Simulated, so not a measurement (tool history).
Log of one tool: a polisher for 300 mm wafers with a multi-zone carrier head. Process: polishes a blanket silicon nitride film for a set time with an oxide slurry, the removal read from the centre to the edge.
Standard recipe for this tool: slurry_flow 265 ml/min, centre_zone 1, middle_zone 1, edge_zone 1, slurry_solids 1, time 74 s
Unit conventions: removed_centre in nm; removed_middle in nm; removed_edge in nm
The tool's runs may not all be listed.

run   hour  slurry_flow  centre_zone  middle_zone  edge_zone  slurry_solids  time  incoming thickness of the incoming film, nm  removed_centre  removed_middle  removed_edge
  1      0          265            1            1          1              1    74                                        643.3            34.2            34.2          34.5
  2   17.7          265            1            1          1              1    74                                          650            33.7            34.2            35
  3   27.1          265            1            1          1              1    74                                        641.3            33.9            34.3          34.1
  4   41.8          265            1            1          1              1    74                                        650.5            33.9            34.1          33.5
      50.1  -- worn pad replaced by a new one
      57.6  -- slurry nozzle cleaned
  5   58.1          265            1            1          1              1    74                                        643.2            33.3              34          34.3
  6   66.4          265         0.93         0.93          1              1    74                                        640.5            31.1            32.3          34.5
  7     79          265            1            1          1              1    74                                        650.3            33.4            34.3          34.7
  8   89.4          195            1            1          1              1    74                                        652.2            31.6            33.3          33.2
  9   98.4          265            1          1.1          1            0.8    74                                        627.4            30.6            34.3          31.5
 10  115.9          330         1.12            1       0.96              1    48                                        637.2            25.1            22.7            22
 11  122.5          265            1            1          1              1    74                                        642.6            33.6            33.9          34.5
 12  131.4          335            1            1        0.9              1    91                                        646.7            42.4            43.2          40.7
     135.4  -- edge zone pressure recalibrated
 13  140.7          265         1.07            1          1              1    55                                        636.9            26.2            25.1          25.4
       151  -- carrier head's membrane replaced by a new one
 14  151.5          265            1         0.91          1            0.7    74                                        638.5            29.8            28.4          30.5
     167.5  -- worn pad replaced by a new one
 15    168          265            1            1          1              1    74                                          631            33.7            34.4          34.2
 16  177.8          330            1            1          1              1    74                                        632.2            34.4            34.8          35.5
 17    189          265            1            1          1           0.85    60                                        640.8            25.6            26.3          26.3
 18    206          265            1            1          1              1    74                                        633.2            33.6            33.6          34.3
 19  250.3          265            1            1          1              1    74                                        635.7            33.8            33.5          34.1
 20  257.8          265            1            1          1            1.1    74                                        643.7            34.9            35.1          35.3
 21  265.4          175            1         0.94          1           0.75    91                                        640.4              35            34.2          36.1

Run 22 has not been measured yet. What should we expect?
       282  -- worn pad replaced by a new one
 22  283.1          265          1.1          0.9          1           1.25    74                                        643.5               ?               ?             ?

For run 22 the tool returned removed_centre 39.7 nm, removed_middle 33.6 nm, removed_edge 36.6 nm.
Had the tool carried no hidden state, the very same run would have given removed_centre 39.7 nm, removed_middle 33.6 nm, removed_edge 36.6 nm.

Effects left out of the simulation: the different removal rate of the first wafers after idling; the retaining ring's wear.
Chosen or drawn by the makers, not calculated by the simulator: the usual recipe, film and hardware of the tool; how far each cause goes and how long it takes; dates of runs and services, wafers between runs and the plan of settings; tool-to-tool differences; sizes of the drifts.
